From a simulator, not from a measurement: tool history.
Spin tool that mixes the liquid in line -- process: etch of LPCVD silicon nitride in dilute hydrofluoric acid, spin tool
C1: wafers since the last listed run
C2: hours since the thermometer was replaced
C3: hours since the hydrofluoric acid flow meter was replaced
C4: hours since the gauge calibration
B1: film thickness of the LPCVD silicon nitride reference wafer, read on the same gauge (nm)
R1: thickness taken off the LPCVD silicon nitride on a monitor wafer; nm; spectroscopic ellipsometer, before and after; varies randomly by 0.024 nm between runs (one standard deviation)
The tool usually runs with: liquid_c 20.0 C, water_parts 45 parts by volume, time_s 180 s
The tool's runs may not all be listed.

Run 1, hour 0.0: usual settings; C1 0; C2 882.8; C3 452.6; C4 89.2; B1 30.007. Result: R1 1.188 nm.
Run 2, hour 70.8: usual settings; C1 584; C2 953.6; C3 523.4; C4 160.0; B1 30.016. Result: R1 1.173 nm.
Run 3, hour 136.8: usual settings; C1 544; C2 1019.6; C3 589.4; C4 226.0; B1 29.991. Result: R1 1.199 nm.
Run 4, hour 179.4: usual settings but time_s 160 s; C1 351; C2 1062.2; C3 632.0; C4 268.6; B1 29.982. Result: R1 1.042 nm.
Run 5, hour 246.2: usual settings but liquid_c 22.0 C; C1 551; C2 1129.0; C3 698.8; C4 335.4; B1 30.013. Result: R1 1.344 nm.
Run 6, hour 298.5: usual settings but liquid_c 22.0 C; C1 431; C2 1181.3; C3 751.1; C4 387.7; B1 30.000. Result: R1 1.400 nm.
Run 7, hour 447.4: usual settings but liquid_c 22.0 C; C1 1228; C2 1330.2; C3 900.0; C4 536.6; B1 29.997. Result: R1 1.276 nm.
Run 8, hour 487.1: usual settings but water_parts 40 parts by volume, time_s 200 s; C1 327; C2 1369.9; C3 939.7; C4 576.3; B1 30.017. Result: R1 1.483 nm.
Run 9, hour 553.8: usual settings but water_parts 40 parts by volume, time_s 200 s; C1 550; C2 1436.6; C3 1006.4; C4 643.0; B1 30.036. Result: R1 1.425 nm.
Run 10, hour 612.1: usual settings but water_parts 40 parts by volume, time_s 200 s; C1 481; C2 1494.9; C3 1064.7; C4 701.3; B1 29.996. Result: R1 1.464 nm.
Run 11, hour 674.5: usual settings but water_parts 60 parts by volume; C1 514; C2 1557.3; C3 1127.1; C4 763.7; B1 29.981. Result: R1 0.874 nm.
Run 12, hour 738.5: usual settings but water_parts 60 parts by volume; C1 528; C2 1621.3; C3 1191.1; C4 827.7; B1 29.979. Result: R1 0.858 nm.
Run 13, hour 806.3: usual settings but water_parts 60 parts by volume, time_s 95 s; C1 559; C2 1689.1; C3 1258.9; C4 895.5; B1 30.021. Result: R1 0.441 nm.
Run 14, hour 852.6: usual settings but water_parts 60 parts by volume, time_s 95 s; C1 382; C2 1735.4; C3 1305.2; C4 941.8; B1 30.021. Result: R1 0.447 nm.
Run 15, hour 900.7: usual settings; C1 396; C2 1783.5; C3 1353.3; C4 989.9; B1 30.016. Result: R1 1.109 nm.
Run 16, hour 961.5: usual settings but liquid_c 23.5 C, water_parts 50 parts by volume; C1 501; C2 1844.3; C3 1414.1; C4 1050.7; B1 29.987. Result: R1 1.276 nm.
Run 17, hour 1018.0: usual settings but water_parts 30 parts by volume, time_s 95 s; C1 466; C2 1900.8; C3 1470.6; C4 1107.2; B1 30.016. Result: R1 0.858 nm.
Run 18, hour 1082.8: usual settings but water_parts 55 parts by volume, time_s 270 s; C1 534; C2 1965.6; C3 1535.4; C4 1172.0; B1 30.012. Result: R1 1.411 nm.
Run 19, hour 1113.8: usual settings but water_parts 65 parts by volume; C1 255; C2 1996.6; C3 1566.4; C4 1203.0; B1 30.026. Result: R1 0.756 nm.
Run 20, hour 1165.7: usual settings but water_parts 30 parts by volume, time_s 95 s; C1 428; C2 2048.5; C3 1618.3; C4 1254.9; B1 30.009. Result: R1 0.849 nm.
Run 21, hour 1206.3: usual settings; C1 335; C2 2089.1; C3 1658.9; C4 1295.5; B1 30.005. Result: R1 1.092 nm.
At hour 1216.4: gauge calibrated.
Run 22, hour 1271.9: usual settings; C1 541; C2 2154.7; C3 1724.5; C4 55.5; B1 29.988. Result: R1 1.100 nm.
At hour 1280.6: thermometer replaced.
Run 23, hour 1319.9: usual settings but liquid_c 17.0 C, water_parts 55 parts by volume, time_s 115 s; C1 387; C2 39.3; C3 1772.5; C4 103.5; B1 29.970. Result: R1 0.528 nm.
Run 24, hour 1347.1: usual settings but liquid_c 24.0 C, water_parts 35 parts by volume; C1 224; C2 66.5; C3 1799.7; C4 130.7; B1 30.016. Result: R1 2.078 nm.

Predict the results of run 25:
Run 25, hour 1405.3: usual settings; C1 480; C2 124.7; C3 1857.9; C4 188.9; B1 ?. Result: R1 ?.

{"run 25": {"B1": 29.981, "R1": 1.27}}
With no hidden state in the tool, this same run would have given R1 1.312 nm.
